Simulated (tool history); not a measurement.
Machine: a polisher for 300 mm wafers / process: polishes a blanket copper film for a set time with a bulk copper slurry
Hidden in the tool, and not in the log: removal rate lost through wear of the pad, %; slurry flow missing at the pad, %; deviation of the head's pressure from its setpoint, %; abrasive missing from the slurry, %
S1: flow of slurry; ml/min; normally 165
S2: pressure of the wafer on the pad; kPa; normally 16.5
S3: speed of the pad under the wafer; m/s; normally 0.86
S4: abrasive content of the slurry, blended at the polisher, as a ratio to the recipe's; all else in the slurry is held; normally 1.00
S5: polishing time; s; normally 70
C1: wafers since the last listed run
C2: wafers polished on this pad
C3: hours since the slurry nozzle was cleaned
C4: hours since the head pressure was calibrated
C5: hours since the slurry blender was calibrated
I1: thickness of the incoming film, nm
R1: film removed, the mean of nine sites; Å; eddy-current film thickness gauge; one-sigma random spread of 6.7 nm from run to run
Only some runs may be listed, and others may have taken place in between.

| run | day | S1 | S2 | S3 | S4 | S5 | C1 | C2 | C3 | C4 | C5 | I1 | R1 |
|---|---|---|---|---|---|---|---|---|---|---|---|---|---|
| 1 | 0.000 | 165 | 16.5 | 0.86 | 1.00 | 70 | 0 | 1276 | 383.9 | 126.8 | 80.9 | 3224.7 | 5403 |
|  | 0.488 | worn pad replaced by a new one |
| 2 | 0.508 | 165 | 16.5 | 0.86 | 1.00 | 70 | 92 | 5 | 396.1 | 139.0 | 93.1 | 3204.0 | 5374 |
| 3 | 1.050 | 165 | 16.5 | 0.86 | 1.00 | 70 | 147 | 152 | 409.1 | 152.0 | 106.1 | 3173.5 | 5462 |
| 4 | 1.600 | 165 | 16.5 | 0.86 | 1.00 | 70 | 149 | 302 | 422.3 | 165.2 | 119.3 | 3189.5 | 5445 |
| 5 | 2.092 | 165 | 16.5 | 0.86 | 1.00 | 70 | 133 | 435 | 434.1 | 177.0 | 131.1 | 3204.6 | 5705 |
| 6 | 2.842 | 165 | 16.5 | 0.86 | 1.00 | 70 | 203 | 639 | 452.1 | 195.0 | 149.1 | 3267.5 | 5534 |
| 7 | 3.450 | 180 | 16.5 | 0.86 | 1.00 | 70 | 165 | 804 | 466.7 | 209.6 | 163.7 | 3213.3 | 5688 |
| 8 | 4.046 | 180 | 16.5 | 0.86 | 1.00 | 70 | 161 | 966 | 481.0 | 223.9 | 178.0 | 3198.6 | 5674 |
| 9 | 4.654 | 165 | 16.5 | 0.86 | 1.00 | 70 | 165 | 1131 | 495.6 | 238.5 | 192.6 | 3282.8 | 5655 |
| 10 | 5.225 | 165 | 16.5 | 0.86 | 1.00 | 70 | 155 | 1286 | 509.3 | 252.2 | 206.3 | 3196.3 | 5694 |
|  | 5.412 | worn pad replaced by a new one |
| 11 | 5.696 | 165 | 16.5 | 1.06 | 1.00 | 70 | 82 | 77 | 520.6 | 263.5 | 217.6 | 3278.5 | 7034 |
| 12 | 6.158 | 165 | 16.5 | 1.06 | 1.00 | 70 | 125 | 203 | 531.7 | 274.6 | 228.7 | 3263.2 | 7087 |
|  | 6.238 | slurry nozzle cleaned |
| 13 | 6.662 | 165 | 16.5 | 0.86 | 1.00 | 70 | 125 | 328 | 10.2 | 286.7 | 240.8 | 3222.1 | 5666 |
| 14 | 7.242 | 165 | 19.3 | 0.86 | 1.20 | 70 | 157 | 485 | 24.1 | 300.6 | 254.7 | 3242.8 | 7005 |
| 15 | 7.650 | 190 | 16.5 | 0.86 | 0.75 | 47 | 110 | 596 | 33.9 | 310.4 | 264.5 | 3281.6 | 3758 |
|  | 8.271 | head pressure recalibrated |
| 16 | 8.321 | 165 | 16.5 | 0.86 | 1.00 | 79 | 159 | 756 | 50.0 | 1.2 | 280.6 | 3162.7 | 5928 |
| 17 | 8.729 | 115 | 16.5 | 0.86 | 1.15 | 70 | 110 | 867 | 59.8 | 11.0 | 290.4 | 3173.8 | 5047 |

Run 18 comes next. What will it give?
| 18 | 9.212 | 210 | 16.5 | 0.86 | 0.70 | 70 | 131 | 998 | 71.4 | 22.6 | 302.0 | 3218.9 | ? |

Run 18 gave R1 4894 Å.
Without the tool's hidden state the same run would have given R1 5011 Å.
